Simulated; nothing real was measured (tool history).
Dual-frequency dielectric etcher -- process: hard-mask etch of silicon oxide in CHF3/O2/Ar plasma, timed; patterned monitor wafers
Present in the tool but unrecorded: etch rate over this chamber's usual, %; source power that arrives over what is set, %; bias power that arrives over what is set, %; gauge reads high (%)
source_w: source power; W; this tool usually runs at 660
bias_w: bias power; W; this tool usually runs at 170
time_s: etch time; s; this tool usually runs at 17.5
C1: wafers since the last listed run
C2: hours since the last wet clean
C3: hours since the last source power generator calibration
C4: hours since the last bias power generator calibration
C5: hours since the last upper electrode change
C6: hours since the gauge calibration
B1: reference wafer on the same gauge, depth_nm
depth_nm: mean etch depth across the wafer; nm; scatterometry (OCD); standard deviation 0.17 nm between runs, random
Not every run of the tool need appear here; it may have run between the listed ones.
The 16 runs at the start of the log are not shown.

{"run": 17, "hour": 183.5, "source_w": 600, "bias_w": 185, "time_s": 17.5, "C1": 367, "C2": 108.4, "C3": 41.4, "C4": 112.9, "C5": 52.8, "C6": 549.6, "B1": 40.82, "depth_nm": 33.94}
{"hour": 185.4, "done": "gauge calibrated"}
{"run": 18, "hour": 195.1, "source_w": 530, "bias_w": 170, "time_s": 13.0, "C1": 238, "C2": 120.0, "C3": 53.0, "C4": 124.5, "C5": 64.4, "C6": 9.7, "B1": 40.87, "depth_nm": 22.54}
{"run": 19, "hour": 202.9, "source_w": 660, "bias_w": 153, "time_s": 17.5, "C1": 160, "C2": 127.8, "C3": 60.8, "C4": 132.3, "C5": 72.2, "C6": 17.5, "B1": 40.95, "depth_nm": 34.01}
{"run": 20, "hour": 211.0, "source_w": 660, "bias_w": 140, "time_s": 14.0, "C1": 166, "C2": 135.9, "C3": 68.9, "C4": 140.4, "C5": 80.3, "C6": 25.6, "B1": 40.93, "depth_nm": 26.09}
{"run": 21, "hour": 218.4, "source_w": 710, "bias_w": 203, "time_s": 21.5, "C1": 152, "C2": 143.3, "C3": 76.3, "C4": 147.8, "C5": 87.7, "C6": 33.0, "B1": 40.94, "depth_nm": 46.77}
{"run": 22, "hour": 236.0, "source_w": 660, "bias_w": 170, "time_s": 17.5, "C1": 361, "C2": 160.9, "C3": 93.9, "C4": 165.4, "C5": 105.3, "C6": 50.6, "B1": 40.93, "depth_nm": 34.62}
{"run": 23, "hour": 242.5, "source_w": 510, "bias_w": 170, "time_s": 19.0, "C1": 133, "C2": 167.4, "C3": 100.4, "C4": 171.9, "C5": 111.8, "C6": 57.1, "B1": 40.89, "depth_nm": 32.46}
{"run": 24, "hour": 252.3, "source_w": 660, "bias_w": 170, "time_s": 17.5, "C1": 201, "C2": 177.2, "C3": 110.2, "C4": 181.7, "C5": 121.6, "C6": 66.9, "B1": 40.96, "depth_nm": 34.87}
{"run": 25, "hour": 286.5, "source_w": 800, "bias_w": 137, "time_s": 19.0, "C1": 702, "C2": 211.4, "C3": 144.4, "C4": 215.9, "C5": 155.8, "C6": 101.1, "B1": 40.88, "depth_nm": 40.07}
{"run": 26, "hour": 301.9, "source_w": 710, "bias_w": 170, "time_s": 15.0, "C1": 316, "C2": 226.8, "C3": 159.8, "C4": 231.3, "C5": 171.2, "C6": 116.5, "B1": 40.86, "depth_nm": 31.4}
{"run": 27, "hour": 315.6, "source_w": 620, "bias_w": 130, "time_s": 15.5, "C1": 281, "C2": 240.5, "C3": 173.5, "C4": 245.0, "C5": 184.9, "C6": 130.2, "B1": 40.96, "depth_nm": 27.83}
{"run": 28, "hour": 331.9, "source_w": 660, "bias_w": 170, "time_s": 17.5, "C1": 334, "C2": 256.8, "C3": 189.8, "C4": 261.3, "C5": 201.2, "C6": 146.5, "B1": 40.86, "depth_nm": 35.22}
{"run": 29, "hour": 344.5, "source_w": 660, "bias_w": 170, "time_s": 17.5, "C1": 258, "C2": 269.4, "C3": 202.4, "C4": 273.9, "C5": 213.8, "C6": 159.1, "B1": 40.88, "depth_nm": 35.22}
{"run": 30, "hour": 353.2, "source_w": 770, "bias_w": 197, "time_s": 15.0, "C1": 178, "C2": 278.1, "C3": 211.1, "C4": 282.6, "C5": 222.5, "C6": 167.8, "B1": 40.9, "depth_nm": 34.15}
{"run": 31, "hour": 361.0, "source_w": 660, "bias_w": 201, "time_s": 17.5, "C1": 160, "C2": 285.9, "C3": 218.9, "C4": 290.4, "C5": 230.3, "C6": 175.6, "B1": 40.91, "depth_nm": 37.06}

Branching from run 31: 3 alternative next runs. What would each branch give?
{"run": "A", "hour": 361.4, "source_w": 660, "bias_w": 157, "time_s": 17.5, "C1": 8, "C2": 286.3, "C3": 219.3, "C4": 290.8, "C5": 230.7, "C6": 176.0, "B1": "?", "depth_nm": "?"}
{"run": "B", "hour": 361.4, "source_w": 660, "bias_w": 189, "time_s": 13.5, "C1": 8, "C2": 286.3, "C3": 219.3, "C4": 290.8, "C5": 230.7, "C6": 176.0, "B1": "?", "depth_nm": "?"}
{"run": "C", "hour": 361.4, "source_w": 600, "bias_w": 139, "time_s": 13.5, "C1": 8, "C2": 286.3, "C3": 219.3, "C4": 290.8, "C5": 230.7, "C6": 176.0, "B1": "?", "depth_nm": "?"}

run=A B1=40.96 depth_nm=34.47
run=B B1=40.96 depth_nm=28.04
run=C B1=40.96 depth_nm=24.33
The same runs, with their run-to-run variation unchanged, on a tool lacking any hidden condition would have given:
run=A depth_nm=33.78
run=B depth_nm=27.48
run=C depth_nm=23.84
